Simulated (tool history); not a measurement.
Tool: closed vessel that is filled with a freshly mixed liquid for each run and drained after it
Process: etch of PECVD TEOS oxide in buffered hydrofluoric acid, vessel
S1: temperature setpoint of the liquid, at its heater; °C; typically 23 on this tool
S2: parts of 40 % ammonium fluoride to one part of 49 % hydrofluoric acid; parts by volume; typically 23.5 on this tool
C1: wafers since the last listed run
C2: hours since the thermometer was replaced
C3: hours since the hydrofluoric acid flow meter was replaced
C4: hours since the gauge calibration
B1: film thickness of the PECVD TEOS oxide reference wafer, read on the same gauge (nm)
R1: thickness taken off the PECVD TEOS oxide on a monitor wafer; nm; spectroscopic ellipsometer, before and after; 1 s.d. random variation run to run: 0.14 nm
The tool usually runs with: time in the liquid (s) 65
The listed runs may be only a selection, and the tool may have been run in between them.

Run 1, hour 0: usual settings; C1 0; C2 1686.5; C3 144.4; C4 342.8; B1 29.98. Result: R1 33.62 nm.
Run 2, hour 22: usual settings; C1 1670; C2 1708.5; C3 166.4; C4 364.8; B1 30.02. Result: R1 33.14 nm.
At hour 32.4: gauge calibrated.
Run 3, hour 48.8: usual settings but time in the liquid (s) 45; C1 2034; C2 1735.3; C3 193.2; C4 16.4; B1 29.97. Result: R1 23.01 nm.
Run 4, hour 81.8: usual settings but time in the liquid (s) 45; C1 2505; C2 1768.3; C3 226.2; C4 49.4; B1 29.96. Result: R1 23.05 nm.
Run 5, hour 98.8: usual settings; C1 1290; C2 1785.3; C3 243.2; C4 66.4; B1 30.01. Result: R1 33.09 nm.
Run 6, hour 112.9: usual settings; C1 1070; C2 1799.4; C3 257.3; C4 80.5; B1 29.96. Result: R1 32.97 nm.
Run 7, hour 142.2: usual settings but S2 29.5 parts by volume; C1 2224; C2 1828.7; C3 286.6; C4 109.8; B1 30. Result: R1 27.85 nm.
Run 8, hour 160.5: usual settings but S2 18.5 parts by volume; C1 1389; C2 1847; C3 304.9; C4 128.1; B1 30. Result: R1 39.15 nm.
Run 9, hour 192: usual settings but S2 18.5 parts by volume; C1 2391; C2 1878.5; C3 336.4; C4 159.6; B1 30.01. Result: R1 38.74 nm.
Run 10, hour 206.3: usual settings but S2 18.5 parts by volume; C1 1085; C2 1892.8; C3 350.7; C4 173.9; B1 29.98. Result: R1 39.01 nm.
Run 11, hour 237.3: usual settings but S2 28 parts by volume; C1 2353; C2 1923.8; C3 381.7; C4 204.9; B1 30. Result: R1 28.78 nm.
Run 12, hour 284.4: usual settings but S1 20 °C, S2 19 parts by volume, time in the liquid (s) 80; C1 3575; C2 1970.9; C3 428.8; C4 252; B1 30.02. Result: R1 38.91 nm.
At hour 287.2: thermometer replaced.
Run 13, hour 316.4: usual settings but time in the liquid (s) 105; C1 2353; C2 29.2; C3 460.8; C4 284; B1 30. Result: R1 52.43 nm.
Run 14, hour 334.5: usual settings but S1 27 °C, S2 30 parts by volume, time in the liquid (s) 80; C1 1374; C2 47.3; C3 478.9; C4 302.1; B1 29.99. Result: R1 41.18 nm.
At hour 346.1: gauge calibrated.
At hour 365.1: hydrofluoric acid flow meter replaced.
Run 15, hour 365.6: usual settings; C1 2285; C2 78.4; C3 0.5; C4 19.5; B1 30. Result: R1 34.17 nm.
Run 16, hour 390.5: usual settings but S1 18.5 °C, time in the liquid (s) 35; C1 1890; C2 103.3; C3 25.4; C4 44.4; B1 30.02. Result: R1 14.27 nm.
Run 17, hour 410.5: usual settings but S1 26 °C, S2 29 parts by volume, time in the liquid (s) 80; C1 1518; C2 123.3; C3 45.4; C4 64.4; B1 30.02. Result: R1 42.6 nm.
Run 18, hour 435.1: usual settings but S2 26 parts by volume; C1 1867; C2 147.9; C3 70; C4 89; B1 30.01. Result: R1 31.58 nm.
Run 19, hour 500.6: usual settings but S1 18.5 °C, S2 30 parts by volume; C1 4972; C2 213.4; C3 135.5; C4 154.5; B1 29.96. Result: R1 22 nm.
Run 20, hour 514.3: usual settings; C1 1040; C2 227.1; C3 149.2; C4 168.2; B1 30. Result: R1 33.47 nm.

Describe how what the log doesn't record of the tool's condition differs between the last listed run preceding each entry between runs and the first listed run following it.
From run 2 to run 3: gauge calibrated (hour 32.4)
  hydrofluoric acid flow below the setpoint (%): 3.49 -> 3.86
  measured less the result without the state, R1: -0.82 -> -0.63 nm
From run 12 to run 13: thermometer replaced (hour 287.2)
  hydrofluoric acid flow below the setpoint (%): 7.12 -> 7.56
  measured less the result without the state, R1: -2.67 -> -2.92 nm
From run 14 to run 15: gauge calibrated (hour 346.1); hydrofluoric acid flow meter replaced (hour 365.1)
  hydrofluoric acid flow below the setpoint (%): 7.81 -> 0.618
  measured less the result without the state, R1: -3.37 -> -0.14 nm
